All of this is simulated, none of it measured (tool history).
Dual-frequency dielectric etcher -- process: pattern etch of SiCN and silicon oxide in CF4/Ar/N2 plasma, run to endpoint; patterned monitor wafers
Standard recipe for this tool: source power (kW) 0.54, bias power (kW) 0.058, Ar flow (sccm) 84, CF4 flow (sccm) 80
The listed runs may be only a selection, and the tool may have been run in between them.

run	day	source power (kW)	bias power (kW)	Ar flow (sccm)	CF4 flow (sccm)	incoming incoming film thickness, nm	endpoint time (s)
1	0	0.54	0.058	100	86	18.24	17.7
2	0.258	0.54	0.058	100	86	18.14	17.6
3	0.688	0.54	0.065	84	80	17.84	16.6
4	1.288	0.54	0.058	84	80	17.98	17.2
5	1.929	0.54	0.058	84	80	18.09	17.5
6	2.571	0.54	0.058	84	80	18.07	17.4
# day 3.488: Ar flow controller replaced
# day 4.054: upper electrode replaced
7	4.075	0.54	0.058	84	80	17.85	17
8	4.092	0.54	0.054	84	80	17.91	17.4
9	4.104	0.54	0.058	84	80	18.16	17.3
# day 5.096: wet clean of the chamber
10	5.117	0.54	0.058	84	80	18.05	18.1
11	5.404	0.54	0.058	84	80	17.93	18
12	5.825	0.54	0.051	84	80	18.16	18.6

Run 13 is up next; what results do you expect?
13	6.104	0.62	0.063	95	80	17.96	?

endpoint time (s): 16.6
With no hidden state in the tool, this same run would have given endpoint time (s) 16.7.
